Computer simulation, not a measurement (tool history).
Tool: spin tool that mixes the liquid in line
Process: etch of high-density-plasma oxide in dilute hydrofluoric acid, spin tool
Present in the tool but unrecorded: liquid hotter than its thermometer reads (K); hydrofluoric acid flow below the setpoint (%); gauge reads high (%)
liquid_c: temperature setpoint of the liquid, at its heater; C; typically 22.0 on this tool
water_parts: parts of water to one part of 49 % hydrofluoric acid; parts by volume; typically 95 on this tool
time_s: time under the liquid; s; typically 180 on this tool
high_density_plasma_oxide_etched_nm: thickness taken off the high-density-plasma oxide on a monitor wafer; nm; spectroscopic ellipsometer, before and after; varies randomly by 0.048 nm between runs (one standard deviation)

run,hour,liquid_c,water_parts,time_s,wafers since the last listed run,hours since the thermometer was replaced,hours since the hydrofluoric acid flow meter was replaced,hours since the gauge calibration,"read-back film thickness of the high-density-plasma oxide reference wafer, read on the same gauge (nm)",high_density_plasma_oxide_etched_nm
1,0.0,24.0,95,180,0,1164.4,684.5,166.4,100.00,10.02
2,11.0,24.0,95,180,62,1175.4,695.5,177.4,99.98,10.09
3,26.2,22.0,95,180,85,1190.6,710.7,192.6,99.99,9.21
4,35.5,22.0,95,180,52,1199.9,720.0,201.9,100.01,9.13
5,72.6,22.0,95,180,209,1237.0,757.1,239.0,99.99,9.25
6,87.4,22.0,130,180,83,1251.8,771.9,253.8,100.02,6.41
7,102.8,22.0,95,180,86,1267.2,787.3,269.2,100.01,9.22
# hour 113.9: gauge calibrated
8,117.8,22.0,95,180,84,1282.2,802.3,3.9,100.02,9.17
9,126.5,22.0,95,180,49,1290.9,811.0,12.6,99.98,9.14
# hour 140.0: hydrofluoric acid flow meter replaced
10,141.3,22.0,95,180,77,1305.7,1.3,27.4,100.02,10.26
11,149.6,22.0,95,180,46,1314.0,9.6,35.7,99.98,10.11
12,159.4,22.0,95,180,55,1323.8,19.4,45.5,99.99,10.05
13,169.0,22.0,95,180,54,1333.4,29.0,55.1,100.01,10.14
14,181.7,22.0,95,180,71,1346.1,41.7,67.8,100.00,10.17
15,194.9,26.0,55,240,74,1359.3,54.9,81.0,100.00,28.48
16,201.9,22.0,95,180,39,1366.3,61.9,88.0,99.99,10.08
# hour 205.5: thermometer replaced
17,208.0,22.0,95,180,28,2.5,68.0,94.1,100.02,9.10
18,214.3,27.0,135,290,35,8.8,74.3,100.4,100.00,12.03
19,220.6,18.5,60,95,35,15.1,80.6,106.7,99.99,6.83
20,237.6,17.0,130,180,95,32.1,97.6,123.7,99.99,5.22
21,254.9,20.5,95,80,97,49.4,114.9,141.0,100.00,3.77
22,270.1,26.5,75,260,85,64.6,130.1,156.2,100.01,20.23
23,285.5,20.0,95,180,86,80.0,145.5,171.6,100.00,8.36
24,302.3,23.5,95,265,94,96.8,162.3,188.4,100.01,14.07
25,319.2,24.0,75,105,95,113.7,179.2,205.3,99.98,7.44

Branching from run 25: 4 alternative next runs. What would each branch give?
A,319.7,22.0,95,180,2,114.2,179.7,205.8,?,?
B,319.7,26.5,130,115,2,114.2,179.7,205.8,?,?
C,319.7,26.5,95,270,2,114.2,179.7,205.8,?,?
D,319.7,19.5,135,235,2,114.2,179.7,205.8,?,?

run,"read-back film thickness of the high-density-plasma oxide reference wafer, read on the same gauge (nm)",high_density_plasma_oxide_etched_nm
A,100.01,9.05
B,100.01,4.81
C,100.01,16.20
D,100.01,7.18
Stripped of hidden state, with their random variation kept, the same runs would have yielded:
run,high_density_plasma_oxide_etched_nm
A,9.20
B,4.91
C,16.50
D,7.31

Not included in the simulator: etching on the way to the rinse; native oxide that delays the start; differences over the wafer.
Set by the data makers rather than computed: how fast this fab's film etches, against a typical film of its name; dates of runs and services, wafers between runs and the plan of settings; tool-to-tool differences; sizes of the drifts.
